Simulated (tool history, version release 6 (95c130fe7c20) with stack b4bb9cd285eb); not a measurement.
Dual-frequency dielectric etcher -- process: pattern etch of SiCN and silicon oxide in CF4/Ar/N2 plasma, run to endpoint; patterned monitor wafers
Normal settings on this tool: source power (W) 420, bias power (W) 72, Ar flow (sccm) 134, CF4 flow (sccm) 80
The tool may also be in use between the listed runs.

run	hour	source power (W)	bias power (W)	Ar flow (sccm)	CF4 flow (sccm)	wafers since the last listed run	hours since the last wet clean	hours since the last source power generator calibration	hours since the last bias power generator calibration	hours since the last Ar flow controller change	hours since the last CF4 flow controller change	hours since the last upper electrode change	incoming incoming film thickness, nm	endpoint time (s)
1	0.0	390	72	134	80	0	177.8	2614.7	1411.5	3553.3	5675.3	3940.1	17.80	25.1
2	38.9	390	72	134	80	486	216.7	2653.6	1450.4	3592.2	5714.2	3979.0	17.92	25.4
3	87.8	390	72	134	80	611	265.6	2702.5	1499.3	3641.1	5763.1	4027.9	17.67	25.1
4	116.6	420	72	134	68	360	294.4	2731.3	1528.1	3669.9	5791.9	4056.7	17.79	24.4
5	172.3	420	72	134	68	697	350.1	2787.0	1583.8	3725.6	5847.6	4112.4	17.78	24.5
6	206.7	420	72	134	80	430	384.5	2821.4	1618.2	3760.0	5882.0	4146.8	17.89	23.6
7	238.7	420	89	124	80	400	416.5	2853.4	1650.2	3792.0	5914.0	4178.8	17.80	21.3
# hour 278.9: wet clean of the chamber
8	288.6	420	72	134	80	324	9.7	2903.3	1700.1	3841.9	5963.9	4228.7	17.74	23.5
# hour 317.0: upper electrode replaced
9	321.3	420	72	134	80	108	42.4	2936.0	1732.8	3874.6	5996.6	4.3	17.87	23.6
# hour 363.3: source power generator calibrated
# hour 368.6: Ar flow controller replaced
10	375.5	420	72	117	80	561	96.6	12.2	1787.0	6.9	6050.8	58.5	17.81	23.1
11	429.0	420	83	134	75	669	150.1	65.7	1840.5	60.4	6104.3	112.0	17.69	22.3
12	524.5	420	63	134	68	1195	245.6	161.2	1936.0	155.9	6199.8	207.5	17.88	26.0
# hour 657.0: bias power generator calibrated
13	727.4	460	72	125	66	2489	448.5	364.1	70.4	358.8	6402.7	410.4	17.78	22.1
# hour 757.6: CF4 flow controller replaced
# hour 782.1: wet clean of the chamber
14	797.9	420	61	134	80	506	15.8	434.6	140.9	429.3	40.3	480.9	17.72	24.8
15	851.5	420	85	134	89	670	69.4	488.2	194.5	482.9	93.9	534.5	17.88	21.0
16	900.6	420	72	134	80	614	118.5	537.3	243.6	532.0	143.0	583.6	17.98	23.2
17	938.8	420	72	134	67	478	156.7	575.5	281.8	570.2	181.2	621.8	17.71	23.9
18	999.1	420	72	134	62	754	217.0	635.8	342.1	630.5	241.5	682.1	17.78	24.8
19	1043.0	500	66	110	90	549	260.9	679.7	386.0	674.4	285.4	726.0	17.79	19.4
20	1114.8	420	72	134	80	898	332.7	751.5	457.8	746.2	357.2	797.8	17.81	23.1
21	1159.6	350	72	159	71	560	377.5	796.3	502.6	791.0	402.0	842.6	17.70	29.1
22	1184.0	420	72	134	80	305	401.9	820.7	527.0	815.4	426.4	867.0	17.84	23.2
23	1234.2	360	72	167	80	628	452.1	870.9	577.2	865.6	476.6	917.2	17.88	27.7

Consider 5 possible next runs. They are alternatives, not a sequence: every one starts from the tool as it was left by run 23. What does each give?
A	1234.6	490	72	134	80	5	452.5	871.3	577.6	866.0	477.0	917.6	17.62	?
B	1234.6	340	72	134	80	5	452.5	871.3	577.6	866.0	477.0	917.6	17.62	?
C	1234.6	460	62	134	100	5	452.5	871.3	577.6	866.0	477.0	917.6	17.62	?
D	1234.6	360	72	134	92	5	452.5	871.3	577.6	866.0	477.0	917.6	17.62	?
E	1234.6	370	72	153	80	5	452.5	871.3	577.6	866.0	477.0	917.6	17.62	?

run	endpoint time (s)
A	19.8
B	28.3
C	21.3
D	25.9
E	26.4
With the hidden condition removed and each run's random variation left untouched, the same runs would have given:
run	endpoint time (s)
A	19.7
B	28.2
C	21.3
D	25.8
E	26.3
